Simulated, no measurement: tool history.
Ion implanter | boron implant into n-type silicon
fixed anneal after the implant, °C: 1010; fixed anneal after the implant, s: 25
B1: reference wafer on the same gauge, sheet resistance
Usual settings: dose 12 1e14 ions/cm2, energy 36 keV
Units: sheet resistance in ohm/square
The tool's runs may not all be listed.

Run 1, hour 0: usual settings but energy 26.5 keV; B1 86.99. Result: sheet resistance 108.04 ohm/square.
Run 2, hour 27.2: usual settings but energy 26.5 keV; B1 87.03. Result: sheet resistance 107.87 ohm/square.
At hour 47.1: Faraday cup replaced and dose calibrated.
Run 3, hour 92: usual settings; B1 87. Result: sheet resistance 104.91 ohm/square.
Run 4, hour 157: usual settings; B1 87.01. Result: sheet resistance 105.47 ohm/square.
Run 5, hour 209.7: usual settings; B1 86.94. Result: sheet resistance 105.49 ohm/square.
Run 6, hour 275.6: usual settings but dose 9.51 1e14 ions/cm2; B1 87.02. Result: sheet resistance 127.93 ohm/square.
At hour 335.4: extraction supply calibrated.
Run 7, hour 380: usual settings but dose 9.51 1e14 ions/cm2; B1 87.05. Result: sheet resistance 128.25 ohm/square.
Run 8, hour 411.3: usual settings; B1 87.03. Result: sheet resistance 105.91 ohm/square.
Run 9, hour 482.6: usual settings; B1 87.01. Result: sheet resistance 105.9 ohm/square.
At hour 543.1: Faraday cup replaced and dose calibrated.
Run 10, hour 543.6: usual settings but energy 44 keV; B1 87.03. Result: sheet resistance 103.64 ohm/square.
Run 11, hour 607.5: usual settings but energy 44 keV; B1 87. Result: sheet resistance 104.18 ohm/square.
Run 12, hour 633.6: usual settings; B1 86.98. Result: sheet resistance 105.41 ohm/square.
Run 13, hour 665.9: usual settings; B1 87. Result: sheet resistance 105.55 ohm/square.
Run 14, hour 710.7: usual settings; B1 87.01. Result: sheet resistance 105.88 ohm/square.
At hour 713.5: gauge calibrated.
Run 15, hour 742.9: usual settings but energy 47 keV; B1 86.99. Result: sheet resistance 104.06 ohm/square.
Run 16, hour 772.2: usual settings; B1 86.99. Result: sheet resistance 105.86 ohm/square.
Run 17, hour 824.5: usual settings but dose 13.63 1e14 ions/cm2, energy 24.5 keV; B1 87. Result: sheet resistance 98.27 ohm/square.
Run 18, hour 862.8: usual settings; B1 86.99. Result: sheet resistance 105.85 ohm/square.
Run 19, hour 908.4: usual settings but dose 15.32 1e14 ions/cm2, energy 47.5 keV; B1 86.99. Result: sheet resistance 85.19 ohm/square.
Run 20, hour 937.3: usual settings but energy 28.5 keV; B1 87.03. Result: sheet resistance 107.64 ohm/square.
Run 21, hour 1003.9: usual settings but energy 32 keV; B1 87.01. Result: sheet resistance 106.73 ohm/square.
Run 22, hour 1070.2: usual settings but dose 14.78 1e14 ions/cm2; B1 87.02. Result: sheet resistance 89.53 ohm/square.
Run 23, hour 1121.8: usual settings but dose 10.37 1e14 ions/cm2, energy 46 keV; B1 87. Result: sheet resistance 118.06 ohm/square.
At hour 1134.3: Faraday cup replaced and dose calibrated.
Run 24, hour 1148: usual settings but dose 11.08 1e14 ions/cm2, energy 25 keV; B1 87.03. Result: sheet resistance 114.74 ohm/square.
Run 25, hour 1174.6: usual settings but dose 9.36 1e14 ions/cm2; B1 86.98. Result: sheet resistance 128.86 ohm/square.
Run 26, hour 1241.5: usual settings but energy 46.5 keV; B1 87.01. Result: sheet resistance 103.91 ohm/square.
Run 27, hour 1313.2: usual settings; B1 86.98. Result: sheet resistance 105.79 ohm/square.
Run 28, hour 1353.2: usual settings; B1 86.98. Result: sheet resistance 105.5 ohm/square.
Run 29, hour 1392.6: usual settings but energy 43 keV; B1 87.03. Result: sheet resistance 104.93 ohm/square.
Run 30, hour 1462: usual settings but dose 15.19 1e14 ions/cm2; B1 86.96. Result: sheet resistance 87.42 ohm/square.
Run 31, hour 1501.2: usual settings but dose 9.69 1e14 ions/cm2, energy 44.5 keV; B1 86.98. Result: sheet resistance 124.47 ohm/square.
Run 32, hour 1558.4: usual settings but energy 25 keV; B1 87.02. Result: sheet resistance 108.64 ohm/square.
At hour 1718: Faraday cup replaced and dose calibrated.
Run 33, hour 1735.8: usual settings but dose 10.3 1e14 ions/cm2; B1 87.03. Result: sheet resistance 119.66 ohm/square.
Run 34, hour 1790.4: usual settings but dose 13.55 1e14 ions/cm2, energy 27.5 keV; B1 86.99. Result: sheet resistance 97.32 ohm/square.
Run 35, hour 1958.3: usual settings but dose 14.36 1e14 ions/cm2; B1 86.99. Result: sheet resistance 91.37 ohm/square.
Run 36, hour 1993.4: usual settings but dose 13.29 1e14 ions/cm2, energy 42.5 keV; B1 86.98. Result: sheet resistance 96.31 ohm/square.

Forecast each of these 5 alternatives for the next run:
Run A, hour 1993.8: usual settings but energy 30 keV; B1 ?. Result: sheet resistance ?.
Run B, hour 1993.8: usual settings but dose 10.09 1e14 ions/cm2, energy 30.5 keV; B1 ?. Result: sheet resistance ?.
Run C, hour 1993.8: usual settings but dose 8.99 1e14 ions/cm2, energy 46.5 keV; B1 ?. Result: sheet resistance ?.
Run D, hour 1993.8: usual settings but dose 14.89 1e14 ions/cm2, energy 40.5 keV; B1 ?. Result: sheet resistance ?.
Run E, hour 1993.8: usual settings but dose 13.65 1e14 ions/cm2; B1 ?. Result: sheet resistance ?.

run     B1  sheet resistance
  A  86.95            107.38
  B  86.95            123.73
  C  86.95            132.53
  D  86.95             88.33
  E  86.95             95.59
Without the tool's hidden state the same runs would have given:
run  sheet resistance
  A            106.23
  B            122.39
  C            131.13
  D             87.38
  E             94.56
